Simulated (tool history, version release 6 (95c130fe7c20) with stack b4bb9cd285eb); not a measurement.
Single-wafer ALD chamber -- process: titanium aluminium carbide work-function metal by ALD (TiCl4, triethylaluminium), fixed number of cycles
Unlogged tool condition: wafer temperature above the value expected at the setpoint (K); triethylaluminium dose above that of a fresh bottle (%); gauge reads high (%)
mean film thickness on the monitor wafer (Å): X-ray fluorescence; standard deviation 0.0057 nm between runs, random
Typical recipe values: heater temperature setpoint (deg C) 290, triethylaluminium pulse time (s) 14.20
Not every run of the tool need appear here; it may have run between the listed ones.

| run | day | heater temperature setpoint (deg C) | triethylaluminium pulse time (s) | wafers since the last listed run | hours since the last thermocouple change | hours since the last triethylaluminium bottle change | hours since the showerhead was replaced | hours since the gauge calibration | read-back reference wafer on the same gauge, thickness_nm | mean film thickness on the monitor wafer (Å) |
|---|---|---|---|---|---|---|---|---|---|---|
| 1 | 0.000 | 290 | 14.20 | 0 | 757.0 | 132.7 | 5510.4 | 1417.9 | 2.011 | 19.13 |
| 2 | 7.583 | 290 | 14.20 | 2553 | 939.0 | 314.7 | 5692.4 | 1599.9 | 2.010 | 19.18 |
| 3 | 15.454 | 290 | 12.19 | 2650 | 1127.9 | 503.6 | 5881.3 | 1788.8 | 2.009 | 19.00 |
| 4 | 17.412 | 290 | 12.19 | 659 | 1174.9 | 550.6 | 5928.3 | 1835.8 | 2.011 | 19.06 |
| 5 | 18.438 | 290 | 12.19 | 345 | 1199.5 | 575.2 | 5952.9 | 1860.4 | 2.009 | 19.03 |
| 6 | 20.588 | 290 | 14.20 | 723 | 1251.1 | 626.8 | 6004.5 | 1912.0 | 2.011 | 19.24 |
| 7 | 22.075 | 290 | 14.20 | 500 | 1286.8 | 662.5 | 6040.2 | 1947.7 | 2.009 | 19.28 |
| 8 | 24.392 | 281 | 14.20 | 780 | 1342.4 | 718.1 | 6095.8 | 2003.3 | 2.011 | 18.41 |
| 9 | 25.546 | 281 | 14.20 | 388 | 1370.1 | 745.8 | 6123.5 | 2031.0 | 2.008 | 18.41 |
|  | 33.738 | thermocouple changed; heater temperature recalibrated |
| 10 | 34.125 | 281 | 14.20 | 2776 | 9.3 | 951.7 | 6329.4 | 2236.9 | 2.010 | 17.80 |
| 11 | 36.246 | 296 | 14.20 | 714 | 60.2 | 1002.6 | 6380.3 | 2287.8 | 2.010 | 19.47 |
|  | 36.725 | gauge calibrated |
| 12 | 38.721 | 290 | 14.20 | 833 | 119.6 | 1062.0 | 6439.7 | 47.9 | 2.009 | 18.84 |
| 13 | 41.483 | 290 | 14.20 | 930 | 185.9 | 1128.3 | 6506.0 | 114.2 | 2.010 | 18.94 |
| 14 | 42.950 | 290 | 14.20 | 493 | 221.1 | 1163.5 | 6541.2 | 149.4 | 2.010 | 19.00 |
| 15 | 44.879 | 290 | 14.20 | 649 | 267.4 | 1209.8 | 6587.5 | 195.7 | 2.010 | 19.02 |
|  | 45.392 | showerhead replaced |
| 16 | 47.392 | 290 | 14.20 | 733 | 327.7 | 1270.1 | 48.0 | 256.0 | 2.009 | 18.97 |
| 17 | 49.258 | 297 | 14.20 | 628 | 372.5 | 1314.9 | 92.8 | 300.8 | 2.008 | 19.72 |
|  | 49.692 | triethylaluminium bottle replaced |
| 18 | 51.704 | 290 | 14.20 | 711 | 431.2 | 48.3 | 151.5 | 359.5 | 2.011 | 19.07 |
| 19 | 53.567 | 283 | 19.53 | 627 | 475.9 | 93.0 | 196.2 | 404.2 | 2.011 | 18.55 |
| 20 | 55.562 | 275 | 18.69 | 671 | 523.8 | 140.9 | 244.1 | 452.1 | 2.009 | 17.84 |
| 21 | 56.683 | 275 | 11.45 | 377 | 550.7 | 167.8 | 271.0 | 479.0 | 2.010 | 17.39 |
| 22 | 59.238 | 277 | 8.55 | 859 | 612.0 | 229.1 | 332.3 | 540.3 | 2.011 | 16.80 |
| 23 | 61.733 | 290 | 12.19 | 840 | 671.9 | 289.0 | 392.2 | 600.2 | 2.010 | 18.89 |
| 24 | 63.379 | 290 | 14.20 | 554 | 711.4 | 328.5 | 431.7 | 639.7 | 2.010 | 19.27 |
| 25 | 64.900 | 301 | 12.53 | 512 | 747.9 | 365.0 | 468.2 | 676.2 | 2.009 | 20.17 |
| 26 | 67.833 | 300 | 10.78 | 987 | 818.3 | 435.4 | 538.6 | 746.6 | 2.009 | 19.83 |
| 27 | 70.538 | 294 | 18.57 | 910 | 883.2 | 500.3 | 603.5 | 811.5 | 2.007 | 19.70 |
| 28 | 71.858 | 279 | 11.92 | 444 | 914.9 | 532.0 | 635.2 | 843.2 | 2.011 | 17.94 |
| 29 | 73.192 | 290 | 14.20 | 448 | 946.9 | 564.0 | 667.2 | 875.2 | 2.010 | 19.15 |
| 30 | 75.817 | 290 | 14.20 | 883 | 1009.9 | 627.0 | 730.2 | 938.2 | 2.011 | 19.26 |
| 31 | 77.008 | 284 | 10.31 | 401 | 1038.5 | 655.6 | 758.8 | 966.8 | 2.010 | 18.12 |
| 32 | 78.192 | 279 | 10.37 | 398 | 1066.9 | 684.0 | 787.2 | 995.2 | 2.011 | 17.77 |

Describe how what the log doesn't record of the tool's condition differs between the last listed run preceding each entry between runs and the first listed run following it.
Runs 9 to 10: thermocouple changed; heater temperature recalibrated (day 33.738)
  wafer temperature above the value expected at the setpoint (K): 5.51 -> 0.222
  measured minus no-state result, mean film thickness on the monitor wafer (Å): +0.52 -> +0.02
Runs 11 to 12: gauge calibrated (day 36.725)
  wafer temperature above the value expected at the setpoint (K): 0.837 -> 1.48
  measured minus no-state result, mean film thickness on the monitor wafer (Å): +0.08 -> +0.15
Runs 15 to 16: showerhead replaced (day 45.392)
  wafer temperature above the value expected at the setpoint (K): 2.77 -> 3.19
  measured minus no-state result, mean film thickness on the monitor wafer (Å): +0.26 -> +0.31
Runs 17 to 18: triethylaluminium bottle replaced (day 49.692)
  wafer temperature above the value expected at the setpoint (K): 3.48 -> 3.81
  measured minus no-state result, mean film thickness on the monitor wafer (Å): +0.33 -> +0.37

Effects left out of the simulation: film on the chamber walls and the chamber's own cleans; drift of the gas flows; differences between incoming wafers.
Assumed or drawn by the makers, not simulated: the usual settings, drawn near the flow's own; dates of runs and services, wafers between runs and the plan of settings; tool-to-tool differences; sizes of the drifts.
